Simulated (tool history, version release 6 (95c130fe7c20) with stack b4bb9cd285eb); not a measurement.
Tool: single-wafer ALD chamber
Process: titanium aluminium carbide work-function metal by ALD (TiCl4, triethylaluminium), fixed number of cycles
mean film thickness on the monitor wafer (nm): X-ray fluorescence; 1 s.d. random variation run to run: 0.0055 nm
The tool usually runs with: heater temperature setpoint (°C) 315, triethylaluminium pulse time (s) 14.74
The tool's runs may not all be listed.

| run | hour | heater temperature setpoint (°C) | triethylaluminium pulse time (s) | wafers since the last listed run | hours since the last thermocouple change | hours since the last triethylaluminium bottle change | hours since the showerhead was replaced | hours since the gauge calibration | read-back reference wafer on the same gauge, thickness_nm | mean film thickness on the monitor wafer (nm) |
|---|---|---|---|---|---|---|---|---|---|---|
| 1 | 0.0 | 315 | 17.35 | 0 | 2797.4 | 1234.8 | 6955.2 | 138.0 | 1.829 | 2.214 |
| 2 | 11.8 | 315 | 14.74 | 95 | 2809.2 | 1246.6 | 6967.0 | 149.8 | 1.831 | 2.199 |
| 3 | 26.6 | 315 | 14.74 | 119 | 2824.0 | 1261.4 | 6981.8 | 164.6 | 1.830 | 2.191 |
| 4 | 40.7 | 315 | 14.74 | 114 | 2838.1 | 1275.5 | 6995.9 | 178.7 | 1.831 | 2.197 |
| 5 | 50.9 | 315 | 14.74 | 82 | 2848.3 | 1285.7 | 7006.1 | 188.9 | 1.830 | 2.205 |
| 6 | 63.0 | 315 | 14.74 | 97 | 2860.4 | 1297.8 | 7018.2 | 201.0 | 1.828 | 2.203 |
| 7 | 79.9 | 315 | 14.74 | 136 | 2877.3 | 1314.7 | 7035.1 | 217.9 | 1.830 | 2.194 |
| 8 | 95.8 | 315 | 14.74 | 128 | 2893.2 | 1330.6 | 7051.0 | 233.8 | 1.831 | 2.199 |
| 9 | 111.9 | 315 | 19.41 | 130 | 2909.3 | 1346.7 | 7067.1 | 249.9 | 1.829 | 2.221 |
| 10 | 120.9 | 315 | 14.74 | 72 | 2918.3 | 1355.7 | 7076.1 | 258.9 | 1.830 | 2.196 |
| 11 | 128.2 | 315 | 14.74 | 59 | 2925.6 | 1363.0 | 7083.4 | 266.2 | 1.829 | 2.195 |
| 12 | 141.2 | 328 | 14.74 | 105 | 2938.6 | 1376.0 | 7096.4 | 279.2 | 1.829 | 2.315 |
|  | 149.3 | thermocouple changed; heater temperature recalibrated |
| 13 | 156.5 | 315 | 12.97 | 59 | 7.2 | 1391.3 | 7111.7 | 294.5 | 1.830 | 2.170 |
| 14 | 166.1 | 315 | 11.46 | 77 | 16.8 | 1400.9 | 7121.3 | 304.1 | 1.830 | 2.143 |
|  | 170.0 | gauge calibrated |
|  | 181.2 | showerhead replaced |
| 15 | 190.5 | 315 | 13.07 | 132 | 41.2 | 1425.3 | 9.3 | 20.5 | 1.830 | 2.176 |
| 16 | 200.7 | 315 | 14.74 | 82 | 51.4 | 1435.5 | 19.5 | 30.7 | 1.829 | 2.187 |
| 17 | 210.4 | 319 | 12.79 | 78 | 61.1 | 1445.2 | 29.2 | 40.4 | 1.831 | 2.208 |
|  | 225.7 | triethylaluminium bottle replaced |
| 18 | 226.2 | 315 | 14.74 | 63 | 76.9 | 0.5 | 45.0 | 56.2 | 1.829 | 2.129 |

Predict the results of run 19:
| 19 | 235.9 | 321 | 10.72 | 78 | 86.6 | 10.2 | 54.7 | 65.9 | ? | ? |

{"run 19": {"read-back reference wafer on the same gauge, thickness_nm": 1.83, "mean film thickness on the monitor wafer (nm)": 2.082}}
With the hidden condition absent and the run-to-run variation left alone, this run would have shown mean film thickness on the monitor wafer (nm) 2.243.

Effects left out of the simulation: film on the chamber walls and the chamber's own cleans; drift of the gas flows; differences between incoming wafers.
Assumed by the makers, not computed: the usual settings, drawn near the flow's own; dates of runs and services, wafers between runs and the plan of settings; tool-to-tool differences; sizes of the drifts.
